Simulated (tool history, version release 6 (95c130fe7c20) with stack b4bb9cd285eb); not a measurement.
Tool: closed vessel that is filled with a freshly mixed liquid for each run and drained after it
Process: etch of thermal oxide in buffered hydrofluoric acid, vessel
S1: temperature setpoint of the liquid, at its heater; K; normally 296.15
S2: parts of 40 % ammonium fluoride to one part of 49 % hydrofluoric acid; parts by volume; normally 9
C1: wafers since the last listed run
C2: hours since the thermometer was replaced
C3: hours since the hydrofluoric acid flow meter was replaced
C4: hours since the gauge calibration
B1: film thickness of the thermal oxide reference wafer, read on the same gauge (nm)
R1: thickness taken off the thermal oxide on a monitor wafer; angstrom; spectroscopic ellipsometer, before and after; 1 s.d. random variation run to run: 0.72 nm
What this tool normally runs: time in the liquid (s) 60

{"run": 1, "hour": 0.0, "S1": 296.15, "S2": 9, "time in the liquid (s)": 60, "C1": 0, "C2": 2134.5, "C3": 256, "C4": 1284.1, "B1": 89.99, "R1": 644.5}
{"run": 2, "hour": 47.9, "S1": 296.15, "S2": 9, "time in the liquid (s)": 60, "C1": 6083, "C2": 2182.4, "C3": 303.9, "C4": 1332, "B1": 90, "R1": 625.2}
{"run": 3, "hour": 117.1, "S1": 296.15, "S2": 7.5, "time in the liquid (s)": 60, "C1": 8789, "C2": 2251.6, "C3": 373.1, "C4": 1401.2, "B1": 90.01, "R1": 762.6}
{"hour": 142.1, "done": "thermometer replaced"}
{"run": 4, "hour": 172.7, "S1": 296.15, "S2": 7.5, "time in the liquid (s)": 60, "C1": 6934, "C2": 30.6, "C3": 428.7, "C4": 1456.8, "B1": 90, "R1": 883.7}
{"run": 5, "hour": 244.5, "S1": 296.15, "S2": 9, "time in the liquid (s)": 75, "C1": 9119, "C2": 102.4, "C3": 500.5, "C4": 1528.6, "B1": 89.98, "R1": 899}
{"run": 6, "hour": 310.9, "S1": 296.15, "S2": 9, "time in the liquid (s)": 60, "C1": 8433, "C2": 168.8, "C3": 566.9, "C4": 1595, "B1": 90.03, "R1": 709.5}
{"run": 7, "hour": 338.3, "S1": 296.15, "S2": 9, "time in the liquid (s)": 60, "C1": 3480, "C2": 196.2, "C3": 594.3, "C4": 1622.4, "B1": 90.01, "R1": 720.7}
{"run": 8, "hour": 400.1, "S1": 296.15, "S2": 9, "time in the liquid (s)": 60, "C1": 7849, "C2": 258, "C3": 656.1, "C4": 1684.2, "B1": 89.98, "R1": 718.9}
{"run": 9, "hour": 446.6, "S1": 296.15, "S2": 9, "time in the liquid (s)": 60, "C1": 5905, "C2": 304.5, "C3": 702.6, "C4": 1730.7, "B1": 89.99, "R1": 713.2}
{"run": 10, "hour": 482.8, "S1": 296.15, "S2": 9, "time in the liquid (s)": 60, "C1": 4597, "C2": 340.7, "C3": 738.8, "C4": 1766.9, "B1": 90, "R1": 708}
{"run": 11, "hour": 550.8, "S1": 300.15, "S2": 10.5, "time in the liquid (s)": 80, "C1": 8636, "C2": 408.7, "C3": 806.8, "C4": 1834.9, "B1": 90.01, "R1": 1055.5}
{"run": 12, "hour": 609.9, "S1": 296.15, "S2": 9, "time in the liquid (s)": 60, "C1": 7506, "C2": 467.8, "C3": 865.9, "C4": 1894, "B1": 89.99, "R1": 702.5}
{"run": 13, "hour": 636.8, "S1": 291.15, "S2": 10.5, "time in the liquid (s)": 90, "C1": 3416, "C2": 494.7, "C3": 892.8, "C4": 1920.9, "B1": 89.98, "R1": 712}
{"run": 14, "hour": 695.5, "S1": 293.65, "S2": 12, "time in the liquid (s)": 60, "C1": 7455, "C2": 553.4, "C3": 951.5, "C4": 1979.6, "B1": 90, "R1": 488.7}
{"run": 15, "hour": 844.7, "S1": 294.65, "S2": 9, "time in the liquid (s)": 95, "C1": 18949, "C2": 702.6, "C3": 1100.7, "C4": 2128.8, "B1": 89.99, "R1": 1013.4}
{"run": 16, "hour": 891.0, "S1": 296.15, "S2": 9, "time in the liquid (s)": 80, "C1": 5880, "C2": 748.9, "C3": 1147, "C4": 2175.1, "B1": 90.01, "R1": 927.8}
{"run": 17, "hour": 926.6, "S1": 296.15, "S2": 9, "time in the liquid (s)": 60, "C1": 4521, "C2": 784.5, "C3": 1182.6, "C4": 2210.7, "B1": 89.99, "R1": 681.9}
{"run": 18, "hour": 962.9, "S1": 293.65, "S2": 6.5, "time in the liquid (s)": 60, "C1": 4610, "C2": 820.8, "C3": 1218.9, "C4": 2247, "B1": 89.99, "R1": 838.4}
{"run": 19, "hour": 990.4, "S1": 296.15, "S2": 5.5, "time in the liquid (s)": 45, "C1": 3492, "C2": 848.3, "C3": 1246.4, "C4": 2274.5, "B1": 89.98, "R1": 840.3}
{"run": 20, "hour": 1042.7, "S1": 300.15, "S2": 10.5, "time in the liquid (s)": 30, "C1": 6642, "C2": 900.6, "C3": 1298.7, "C4": 2326.8, "B1": 89.99, "R1": 382.6}
{"hour": 1096.3, "done": "gauge calibrated"}
{"run": 21, "hour": 1204.3, "S1": 296.15, "S2": 8, "time in the liquid (s)": 85, "C1": 20524, "C2": 1062.2, "C3": 1460.3, "C4": 108, "B1": 90.01, "R1": 1094.3}
{"run": 22, "hour": 1267.1, "S1": 296.15, "S2": 7.5, "time in the liquid (s)": 60, "C1": 7976, "C2": 1125, "C3": 1523.1, "C4": 170.8, "B1": 90.01, "R1": 830.6}
{"hour": 1326.7, "done": "hydrofluoric acid flow meter replaced"}
{"run": 23, "hour": 1329.7, "S1": 292.15, "S2": 5.5, "time in the liquid (s)": 60, "C1": 7823, "C2": 1187.6, "C3": 3, "C4": 233.4, "B1": 90.02, "R1": 879.1}
{"run": 24, "hour": 1398.8, "S1": 300.65, "S2": 6.5, "time in the liquid (s)": 60, "C1": 8776, "C2": 1256.7, "C3": 72.1, "C4": 302.5, "B1": 89.99, "R1": 1223.1}
{"run": 25, "hour": 1433.3, "S1": 291.15, "S2": 9, "time in the liquid (s)": 80, "C1": 4381, "C2": 1291.2, "C3": 106.6, "C4": 337, "B1": 90, "R1": 675.3}
{"run": 26, "hour": 1479.6, "S1": 296.15, "S2": 9, "time in the liquid (s)": 60, "C1": 5880, "C2": 1337.5, "C3": 152.9, "C4": 383.3, "B1": 90, "R1": 672.5}
{"run": 27, "hour": 1507.9, "S1": 296.15, "S2": 9, "time in the liquid (s)": 60, "C1": 3594, "C2": 1365.8, "C3": 181.2, "C4": 411.6, "B1": 90.02, "R1": 666.8}
{"run": 28, "hour": 1537.0, "S1": 296.15, "S2": 9, "time in the liquid (s)": 60, "C1": 3695, "C2": 1394.9, "C3": 210.3, "C4": 440.7, "B1": 89.99, "R1": 668.4}
{"run": 29, "hour": 1585.6, "S1": 293.15, "S2": 11, "time in the liquid (s)": 60, "C1": 6172, "C2": 1443.5, "C3": 258.9, "C4": 489.3, "B1": 90.01, "R1": 482.3}
{"run": 30, "hour": 1635.6, "S1": 296.15, "S2": 9, "time in the liquid (s)": 60, "C1": 6350, "C2": 1493.5, "C3": 308.9, "C4": 539.3, "B1": 90.02, "R1": 669.2}
{"run": 31, "hour": 1705.2, "S1": 299.65, "S2": 7, "time in the liquid (s)": 60, "C1": 8839, "C2": 1563.1, "C3": 378.5, "C4": 608.9, "B1": 90, "R1": 1064.5}
{"run": 32, "hour": 1733.1, "S1": 296.15, "S2": 9, "time in the liquid (s)": 60, "C1": 3543, "C2": 1591, "C3": 406.4, "C4": 636.8, "B1": 89.99, "R1": 659.1}
{"run": 33, "hour": 1842.0, "S1": 296.15, "S2": 9, "time in the liquid (s)": 35, "C1": 13831, "C2": 1699.9, "C3": 515.3, "C4": 745.7, "B1": 90, "R1": 379.4}

Branching from run 33: 4 alternative next runs. What would each branch give?
{"run": "A", "hour": 1842.7, "S1": 296.15, "S2": 9, "time in the liquid (s)": 85, "C1": 88, "C2": 1700.6, "C3": 516, "C4": 746.4, "B1": "?", "R1": "?"}
{"run": "B", "hour": 1842.7, "S1": 293.15, "S2": 9, "time in the liquid (s)": 40, "C1": 88, "C2": 1700.6, "C3": 516, "C4": 746.4, "B1": "?", "R1": "?"}
{"run": "C", "hour": 1842.7, "S1": 293.15, "S2": 7, "time in the liquid (s)": 60, "C1": 88, "C2": 1700.6, "C3": 516, "C4": 746.4, "B1": "?", "R1": "?"}
{"run": "D", "hour": 1842.7, "S1": 298.15, "S2": 10, "time in the liquid (s)": 60, "C1": 88, "C2": 1700.6, "C3": 516, "C4": 746.4, "B1": "?", "R1": "?"}

run=A B1=90 R1=919.3
run=B B1=90 R1=365.5
run=C B1=90 R1=719.9
run=D B1=90 R1=678.2
Take away the tool's hidden state, keep each run's random variation, and the runs would have read:
run=A R1=1026.6
run=B R1=409.1
run=C R1=805.7
run=D R1=756.3
